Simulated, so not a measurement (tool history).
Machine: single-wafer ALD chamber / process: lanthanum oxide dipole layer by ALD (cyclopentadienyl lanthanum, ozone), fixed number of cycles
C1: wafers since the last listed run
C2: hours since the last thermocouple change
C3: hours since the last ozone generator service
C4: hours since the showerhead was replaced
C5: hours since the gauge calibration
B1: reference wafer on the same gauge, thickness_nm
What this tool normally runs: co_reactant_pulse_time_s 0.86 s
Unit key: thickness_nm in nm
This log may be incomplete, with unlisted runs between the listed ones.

run 1 hour=0.0 | co_reactant_pulse_time_s=0.77 | C1=0 C2=1395.2 C3=69.4 C4=7084.0 C5=116.4 | B1=0.520 | thickness_nm=0.482
run 2 hour=24.4 | co_reactant_pulse_time_s=0.86 | C1=260 C2=1419.6 C3=93.8 C4=7108.4 C5=140.8 | B1=0.521 | thickness_nm=0.513
run 3 hour=52.7 | co_reactant_pulse_time_s=0.86 | C1=301 C2=1447.9 C3=122.1 C4=7136.7 C5=169.1 | B1=0.519 | thickness_nm=0.511
run 4 hour=75.3 | co_reactant_pulse_time_s=0.86 | C1=240 C2=1470.5 C3=144.7 C4=7159.3 C5=191.7 | B1=0.519 | thickness_nm=0.512
run 5 hour=90.2 | co_reactant_pulse_time_s=0.86 | C1=158 C2=1485.4 C3=159.6 C4=7174.2 C5=206.6 | B1=0.520 | thickness_nm=0.512
run 6 hour=114.6 | co_reactant_pulse_time_s=0.86 | C1=260 C2=1509.8 C3=184.0 C4=7198.6 C5=231.0 | B1=0.520 | thickness_nm=0.510
run 7 hour=130.1 | co_reactant_pulse_time_s=0.86 | C1=165 C2=1525.3 C3=199.5 C4=7214.1 C5=246.5 | B1=0.521 | thickness_nm=0.511
run 8 hour=151.0 | co_reactant_pulse_time_s=0.76 | C1=222 C2=1546.2 C3=220.4 C4=7235.0 C5=267.4 | B1=0.521 | thickness_nm=0.472
run 9 hour=187.0 | co_reactant_pulse_time_s=0.86 | C1=383 C2=1582.2 C3=256.4 C4=7271.0 C5=303.4 | B1=0.520 | thickness_nm=0.509
run 10 hour=212.2 | co_reactant_pulse_time_s=0.86 | C1=268 C2=1607.4 C3=281.6 C4=7296.2 C5=328.6 | B1=0.520 | thickness_nm=0.504
run 11 hour=232.1 | co_reactant_pulse_time_s=0.86 | C1=212 C2=1627.3 C3=301.5 C4=7316.1 C5=348.5 | B1=0.519 | thickness_nm=0.504
run 12 hour=254.6 | co_reactant_pulse_time_s=1.08 | C1=239 C2=1649.8 C3=324.0 C4=7338.6 C5=371.0 | B1=0.520 | thickness_nm=0.549
run 13 hour=282.4 | co_reactant_pulse_time_s=1.08 | C1=296 C2=1677.6 C3=351.8 C4=7366.4 C5=398.8 | B1=0.519 | thickness_nm=0.551
-- hour=320.6 thermocouple changed; heater temperature recalibrated
run 14 hour=321.1 | co_reactant_pulse_time_s=1.17 | C1=327 C2=0.5 C3=390.5 C4=7405.1 C5=437.5 | B1=0.519 | thickness_nm=0.563
run 15 hour=329.3 | co_reactant_pulse_time_s=1.02 | C1=87 C2=8.7 C3=398.7 C4=7413.3 C5=445.7 | B1=0.520 | thickness_nm=0.535
run 16 hour=343.1 | co_reactant_pulse_time_s=1.15 | C1=147 C2=22.5 C3=412.5 C4=7427.1 C5=459.5 | B1=0.519 | thickness_nm=0.556
run 17 hour=367.2 | co_reactant_pulse_time_s=1.06 | C1=256 C2=46.6 C3=436.6 C4=7451.2 C5=483.6 | B1=0.519 | thickness_nm=0.544
-- hour=376.8 gauge calibrated
-- hour=395.5 showerhead replaced
run 18 hour=402.8 | co_reactant_pulse_time_s=0.58 | C1=294 C2=82.2 C3=472.2 C4=7.3 C5=26.0 | B1=0.519 | thickness_nm=0.371
run 19 hour=432.2 | co_reactant_pulse_time_s=1.16 | C1=313 C2=111.6 C3=501.6 C4=36.7 C5=55.4 | B1=0.518 | thickness_nm=0.553
-- hour=447.9 ozone generator serviced
run 20 hour=457.2 | co_reactant_pulse_time_s=0.86 | C1=181 C2=136.6 C3=9.3 C4=61.7 C5=80.4 | B1=0.521 | thickness_nm=0.506
run 21 hour=493.0 | co_reactant_pulse_time_s=0.86 | C1=381 C2=172.4 C3=45.1 C4=97.5 C5=116.2 | B1=0.520 | thickness_nm=0.510
run 22 hour=527.8 | co_reactant_pulse_time_s=1.14 | C1=370 C2=207.2 C3=79.9 C4=132.3 C5=151.0 | B1=0.520 | thickness_nm=0.567
run 23 hour=541.6 | co_reactant_pulse_time_s=0.86 | C1=147 C2=221.0 C3=93.7 C4=146.1 C5=164.8 | B1=0.520 | thickness_nm=0.510
run 24 hour=557.1 | co_reactant_pulse_time_s=0.55 | C1=165 C2=236.5 C3=109.2 C4=161.6 C5=180.3 | B1=0.520 | thickness_nm=0.372
run 25 hour=586.6 | co_reactant_pulse_time_s=1.19 | C1=314 C2=266.0 C3=138.7 C4=191.1 C5=209.8 | B1=0.520 | thickness_nm=0.571
run 26 hour=640.8 | co_reactant_pulse_time_s=0.73 | C1=577 C2=320.2 C3=192.9 C4=245.3 C5=264.0 | B1=0.520 | thickness_nm=0.461

Branching from run 26: 4 alternative next runs. What would each branch give?
run A hour=641.2 | co_reactant_pulse_time_s=0.86 | C1=4 C2=320.6 C3=193.3 C4=245.7 C5=264.4 | B1=? | thickness_nm=?
run B hour=641.2 | co_reactant_pulse_time_s=1.05 | C1=4 C2=320.6 C3=193.3 C4=245.7 C5=264.4 | B1=? | thickness_nm=?
run C hour=641.2 | co_reactant_pulse_time_s=0.63 | C1=4 C2=320.6 C3=193.3 C4=245.7 C5=264.4 | B1=? | thickness_nm=?
run D hour=641.2 | co_reactant_pulse_time_s=1.04 | C1=4 C2=320.6 C3=193.3 C4=245.7 C5=264.4 | B1=? | thickness_nm=?

run=A B1=0.519 thickness_nm=0.503
run=B B1=0.519 thickness_nm=0.548
run=C B1=0.519 thickness_nm=0.412
run=D B1=0.519 thickness_nm=0.546
The same runs, with their run-to-run variation unchanged, on a tool lacking any hidden condition would have given:
run=A thickness_nm=0.511
run=B thickness_nm=0.554
run=C thickness_nm=0.421
run=D thickness_nm=0.552
